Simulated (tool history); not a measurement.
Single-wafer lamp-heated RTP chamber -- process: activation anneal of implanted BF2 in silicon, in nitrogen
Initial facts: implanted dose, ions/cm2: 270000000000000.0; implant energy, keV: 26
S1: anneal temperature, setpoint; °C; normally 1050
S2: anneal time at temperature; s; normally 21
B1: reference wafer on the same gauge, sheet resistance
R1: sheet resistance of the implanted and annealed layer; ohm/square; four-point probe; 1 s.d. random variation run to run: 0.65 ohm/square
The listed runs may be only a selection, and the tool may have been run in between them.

run,hour,S1,S2,B1,R1
1,0.0,1037,21,430.93,435.05
2,79.9,1050,21,430.99,431.34
3,145.6,1050,21,431.13,429.93
4,210.9,1050,21,431.06,432.11
5,260.4,1050,21,430.81,432.07
6,315.4,1050,21,431.21,430.90
# hour 359.1: pyrometer window cleaned and pyrometer calibrated
7,376.6,1050,21,430.96,433.19
8,446.7,1050,21,430.68,432.11
9,485.0,1043,31,431.01,429.62
10,525.0,1043,31,430.84,428.26
# hour 533.2: gauge calibrated
11,572.9,1043,31,431.03,430.24
12,657.8,1050,21,430.85,431.23
13,694.1,1050,21,431.11,431.34
# hour 776.5: reflector plate cleaned
14,777.0,1023,13,431.11,439.55
# hour 845.9: pyrometer window cleaned and pyrometer calibrated
15,846.4,1067,31,431.03,424.82
16,930.0,1050,12,430.89,437.39
17,1004.7,1030,25,430.86,433.88
18,1072.1,1050,10,430.93,438.42
19,1165.2,1050,21,431.20,432.23
20,1213.1,1067,30,431.28,422.33
# hour 1333.4: pyrometer window cleaned and pyrometer calibrated
21,1339.1,1070,27,430.96,425.84
22,1377.7,1060,21,431.00,431.22
23,1477.1,1050,21,431.13,432.08
24,1561.4,1050,21,430.76,432.66
25,1627.3,1078,16,430.83,430.90
26,1677.9,1076,15,431.02,429.03

Alternative continuations, all from the tool just after run 26; predict every row:
A,1678.3,1022,21,?,?
B,1678.3,1028,27,?,?
C,1678.3,1073,21,?,?

run,B1,R1
A,431.09,436.03
B,431.09,432.94
C,431.09,426.43
Without the tool's unlogged condition, the same runs would have read:
run,R1
A,437.30
B,434.77
C,429.29

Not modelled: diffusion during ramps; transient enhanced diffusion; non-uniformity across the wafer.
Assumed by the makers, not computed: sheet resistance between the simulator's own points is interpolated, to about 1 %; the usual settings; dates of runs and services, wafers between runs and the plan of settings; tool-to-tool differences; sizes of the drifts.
